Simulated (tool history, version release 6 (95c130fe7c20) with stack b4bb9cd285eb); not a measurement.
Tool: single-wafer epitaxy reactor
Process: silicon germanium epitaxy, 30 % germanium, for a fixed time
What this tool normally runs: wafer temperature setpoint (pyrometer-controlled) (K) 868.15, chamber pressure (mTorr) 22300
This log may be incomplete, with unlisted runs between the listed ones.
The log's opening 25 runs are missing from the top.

| run | hour | wafer temperature setpoint (pyrometer-controlled) (K) | chamber pressure (mTorr) | wafers since the last listed run | hours since the last pyrometer calibration | hours since the last manometer calibration | hours since the showerhead was replaced | hours since the gauge calibration | read-back reference wafer on the same gauge, thickness_nm | mean film thickness on the monitor wafer (Å) |
|---|---|---|---|---|---|---|---|---|---|---|
| 26 | 815.8 | 857.15 | 24600 | 372 | 320.4 | 178.7 | 467.6 | 183.1 | 67.015 | 505.77 |
| 27 | 829.7 | 882.15 | 17100 | 155 | 334.3 | 192.6 | 481.5 | 197.0 | 66.890 | 658.84 |
| 28 | 861.2 | 877.15 | 26900 | 352 | 365.8 | 224.1 | 513.0 | 228.5 | 67.029 | 731.50 |
| 29 | 881.4 | 859.15 | 22300 | 226 | 386.0 | 244.3 | 533.2 | 248.7 | 66.926 | 503.09 |
| 30 | 900.0 | 868.15 | 22300 | 208 | 404.6 | 262.9 | 551.8 | 267.3 | 66.866 | 583.07 |
| 31 | 914.2 | 863.15 | 19800 | 159 | 418.8 | 277.1 | 566.0 | 281.5 | 66.886 | 509.94 |
| 32 | 949.2 | 862.15 | 27700 | 392 | 453.8 | 312.1 | 601.0 | 316.5 | 66.861 | 574.23 |
| 33 | 972.5 | 868.15 | 22300 | 261 | 477.1 | 335.4 | 624.3 | 339.8 | 66.994 | 584.61 |
| 34 | 995.5 | 868.15 | 22300 | 257 | 500.1 | 358.4 | 647.3 | 362.8 | 66.847 | 581.71 |
| 35 | 1027.2 | 868.15 | 22300 | 355 | 531.8 | 390.1 | 679.0 | 394.5 | 66.876 | 579.57 |
| 36 | 1053.4 | 875.15 | 20500 | 293 | 558.0 | 416.3 | 705.2 | 420.7 | 66.923 | 628.32 |

What if the next run were any one of these 3? Each begins from the tool's condition after run 36:
| A | 1053.8 | 861.15 | 22300 | 4 | 558.4 | 416.7 | 705.6 | 421.1 | ? | ? |
| B | 1053.8 | 875.15 | 18600 | 4 | 558.4 | 416.7 | 705.6 | 421.1 | ? | ? |
| C | 1053.8 | 883.15 | 20300 | 4 | 558.4 | 416.7 | 705.6 | 421.1 | ? | ? |

| run | read-back reference wafer on the same gauge, thickness_nm | mean film thickness on the monitor wafer (Å) |
|---|---|---|
| A | 66.887 | 521.69 |
| B | 66.887 | 609.46 |
| C | 66.887 | 717.00 |
Take away the tool's hidden state, keep each run's random variation, and the runs would have read:
| run | mean film thickness on the monitor wafer (Å) |
|---|---|
| A | 530.70 |
| B | 619.69 |
| C | 728.84 |

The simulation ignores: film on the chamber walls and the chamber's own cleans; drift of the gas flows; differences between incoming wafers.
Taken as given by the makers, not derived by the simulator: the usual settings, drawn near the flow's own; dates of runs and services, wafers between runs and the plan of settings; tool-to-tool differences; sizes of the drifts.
